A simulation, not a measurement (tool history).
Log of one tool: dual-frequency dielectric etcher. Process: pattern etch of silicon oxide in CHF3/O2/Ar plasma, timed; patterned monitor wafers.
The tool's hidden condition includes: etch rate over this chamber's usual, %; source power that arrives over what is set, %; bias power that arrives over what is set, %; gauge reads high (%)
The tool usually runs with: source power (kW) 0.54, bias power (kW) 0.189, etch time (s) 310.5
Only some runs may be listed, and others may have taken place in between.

run    hour  source power (kW)  bias power (kW)  etch time (s)  wafers since the last listed run  hours since the last wet clean  hours since the last source power generator calibration  hours since the last bias power generator calibration  hours since the last upper electrode change  hours since the gauge calibration  read-back reference wafer on the same gauge, depth_nm  mean etch depth across the wafer (Å)
  1       0               0.54            0.189          359.5                                 0                           229.3                                                   4115.3                                                   2741                                       2996.2                               1514                                                  656.2                                  6238
  2    33.4               0.54            0.189          359.5                               137                           262.7                                                   4148.7                                                 2774.4                                       3029.6                             1547.4                                                  656.3                                  6245
  3    81.2               0.54            0.189          310.5                               196                           310.5                                                   4196.5                                                 2822.2                                       3077.4                             1595.2                                                  655.5                                  5424
  4   127.4               0.54            0.189          310.5                               190                           356.7                                                   4242.7                                                 2868.4                                       3123.6                             1641.4                                                  655.5                                  5404
  5   186.5               0.54            0.189          310.5                               243                           415.8                                                   4301.8                                                 2927.5                                       3182.7                             1700.5                                                    656                                  5394
        261  -- wet clean of the chamber
  6   261.5               0.54            0.189          310.5                               209                             0.5                                                   4376.8                                                 3002.5                                       3257.7                             1775.5                                                  656.4                                  5378
  7   324.7               0.54            0.189          310.5                               260                            63.7                                                     4440                                                 3065.7                                       3320.9                             1838.7                                                  655.6                                  5387
        348  -- bias power generator calibrated
  8   377.7               0.54            0.189            252                               201                           116.7                                                     4493                                                   29.7                                       3373.9                             1891.7                                                  655.9                                  4466
  9   446.8               0.54            0.189          310.5                               284                           185.8                                                   4562.1                                                   98.8                                         3443                             1960.8                                                  656.2                                  5591
 10   507.6               0.66            0.166            227                               250                           246.6                                                   4622.9                                                  159.6                                       3503.8                             2021.6                                                  656.1                                  4176
      582.8  -- upper electrode replaced
 11   583.3               0.54            0.189            268                               212                           322.3                                                   4698.6                                                  235.3                                          0.5                             2097.3                                                  656.7                                  4775
      592.8  -- source power generator calibrated
 12     621               0.41            0.152          310.5                               138                             360                                                     28.2                                                    273                                         38.2                               2135                                                  655.8                                  4524
 13   684.4                0.6            0.189            399                               260                           423.4                                                     91.6                                                  336.4                                        101.6                             2198.4                                                  656.1                                  7625
 14   720.9               0.54            0.189          310.5                               150                           459.9                                                    128.1                                                  372.9                                        138.1                             2234.9                                                  655.6                                  5690
      782.6  -- wet clean of the chamber
 15   783.1                0.4            0.219          310.5                               157                             0.5                                                    190.3                                                  435.1                                        200.3                             2297.1                                                  656.4                                  5360
 16   835.3               0.47            0.176          238.5                               214                            52.7                                                    242.5                                                  487.3                                        252.5                             2349.3                                                  655.6                                  3960
        961  -- gauge calibrated
 17    1012               0.54            0.144            349                               727                           229.4                                                    419.2                                                    664                                        429.2                                 51                                                  656.1                                  5613
 18  1065.3               0.46            0.189          259.5                               219                           282.7                                                    472.5                                                  717.3                                        482.5                              104.3                                                  656.6                                  4451
 19  1120.6               0.54            0.189            365                               227                             338                                                    527.8                                                  772.6                                        537.8                              159.6                                                  656.9                                  6672
 20  1174.1               0.59            0.159          310.5                               220                           391.5                                                    581.3                                                  826.1                                        591.3                              213.1                                                  655.7                                  5451
 21  1225.4               0.54            0.163            400                               211                           442.8                                                    632.6                                                  877.4                                        642.6                              264.4                                                  655.7                                  6780
 22  1269.3               0.54            0.189          310.5                               180                           486.7                                                    676.5                                                  921.3                                        686.5                              308.3                                                  656.8                                  5660
     1296.7  -- wet clean of the chamber
 23  1320.5                0.6            0.163          310.5                               111                            23.8                                                    727.7                                                  972.5                                        737.7                              359.5                                                  656.5                                  5533
 24  1368.6               0.54            0.189          310.5                               197                            71.9                                                    775.8                                                 1020.6                                        785.8                              407.6                                                  656.2                                  5667
 25  1437.5               0.54            0.151          376.5                               283                           140.8                                                    844.7                                                 1089.5                                        854.7                              476.5                                                  655.9                                  6129
 26  1482.7               0.54            0.168            351                               186                             186                                                    889.9                                                 1134.7                                        899.9                              521.7                                                  655.8                                  6074
 27    1551               0.47            0.229          348.5                               281                           254.3                                                    958.2                                                   1203                                        968.2                                590                                                  656.3                                  6503
 28  1581.1               0.54            0.189          310.5                               123                           284.4                                                    988.3                                                 1233.1                                        998.3                              620.1                                                  656.3                                  5627
 29  1650.3               0.54            0.189          310.5                               284                           353.6                                                   1057.5                                                 1302.3                                       1067.5                              689.3                                                    656                                  5602
     1836.9  -- wet clean of the chamber
 30    1841               0.62            0.143            370                               686                             4.1                                                   1248.2                                                   1493                                       1258.2                                880                                                  656.5                                  6216

Hidden state, per run?
etch rate over this chamber's usual, %: 0 in every run
gauge reads high (%): 0 in every run
H1: source power that arrives over what is set, %
H2: bias power that arrives over what is set, %
run       H1       H2
  1    -5.13    -4.87
  2    -5.17    -4.98
  3    -5.22    -5.16
  4    -5.28    -5.32
  5    -5.35    -5.54
  6    -5.44    -5.82
  7    -5.52    -6.07
  8    -5.59     0.48
  9    -5.67    0.474
 10    -5.74    0.464
 11    -5.84    0.445
 12   0.0247    0.433
 13  -0.0524    0.409
 14  -0.0968    0.392
 15   -0.172     0.36
 16   -0.236     0.33
 17   -0.451      0.2
 18   -0.516    0.153
 19   -0.583    0.101
 20   -0.648   0.0466
 21    -0.71   -0.009
 22   -0.764  -0.0592
 23   -0.826   -0.121
 24   -0.885   -0.182
 25   -0.968   -0.274
 26    -1.02   -0.338
 27    -1.11    -0.44
 28    -1.14   -0.486
 29    -1.23   -0.598
 30    -1.46   -0.937

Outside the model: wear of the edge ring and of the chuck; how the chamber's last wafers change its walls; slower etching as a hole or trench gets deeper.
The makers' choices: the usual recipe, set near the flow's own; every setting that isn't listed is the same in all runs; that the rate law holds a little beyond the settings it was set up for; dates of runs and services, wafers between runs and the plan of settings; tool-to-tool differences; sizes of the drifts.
